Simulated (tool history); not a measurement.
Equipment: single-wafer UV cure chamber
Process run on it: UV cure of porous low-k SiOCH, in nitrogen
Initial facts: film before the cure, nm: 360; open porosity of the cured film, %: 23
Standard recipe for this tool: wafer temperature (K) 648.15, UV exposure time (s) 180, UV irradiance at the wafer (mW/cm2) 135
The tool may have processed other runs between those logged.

run,day,wafer temperature (K),UV exposure time (s),UV irradiance at the wafer (mW/cm2),wafers since the last listed run,hours since the UV bulbs were replaced,wafers since the quartz window was cleaned,loss of film thickness in the cure (%)
1,0,648.15,180,135,0,650,2810,12.883
2,0.65,648.15,180,135,183,665.6,2994,12.94
# day 1.888: quartz window cleaned
3,2.017,648.15,180,135,291,698.4,36,13.296
4,2.558,648.15,180,135,153,711.4,189,13.525
5,3.175,648.15,180,135,174,726.2,363,13.553
6,4.338,648.15,180,158,328,754.1,692,14.576
7,5.492,648.15,180,158,326,781.8,1018,14.239
8,6.55,648.15,180,158,298,807.2,1317,14.264
9,7.267,648.15,180,106,202,824.4,1519,11.901
10,7.846,661.15,180,135,163,838.3,1683,13.363
11,9.021,661.15,180,135,331,866.5,2015,13.405
12,10.162,648.15,180,135,322,893.9,2337,12.88
13,10.788,648.15,180,135,176,908.9,2514,13.009
14,11.471,648.15,180,135,193,925.3,2707,12.953
15,12.725,648.15,180,135,354,955.4,3061,12.596
16,13.421,648.15,180,144,196,972.1,3258,13.005
# day 14.854: quartz window cleaned
17,14.875,648.15,180,144,316,1007,5,13.393
18,15.671,648.15,180,144,224,1026.1,230,13.352
19,16.262,648.15,180,135,167,1040.3,397,13.157
20,17.121,648.15,180,135,242,1060.9,640,12.95
21,17.908,636.15,180,135,222,1079.8,862,12.639
22,19.092,648.15,180,135,334,1108.2,1197,13.093
23,19.862,648.15,180,135,217,1126.7,1414,12.807
24,20.471,648.15,150,150,171,1141.3,1586,12.206
25,21.333,662.15,95,135,243,1162,1830,9.861
# day 22.112: UV bulbs replaced
26,22.133,639.15,275,103,131,0.5,1962,14.175
27,22.496,629.15,280,162,102,9.2,2064,16.375
28,23.554,648.15,180,135,298,34.6,2363,13.335
29,27.883,648.15,180,173,1222,138.5,3586,14.071
# day 28.896: quartz window cleaned
30,29.221,629.15,210,156,283,170.6,91,14.696
31,30.604,665.15,135,147,390,203.8,482,12.736
32,32.096,648.15,245,135,421,239.6,903,15.173

The next listed run, before its measurement:
33,33.442,648.15,125,135,380,271.9,1283,?

Run 33 yielded loss of film thickness in the cure (%) 11.458.
Without the tool's hidden state the same run would have given loss of film thickness in the cure (%) 11.95.
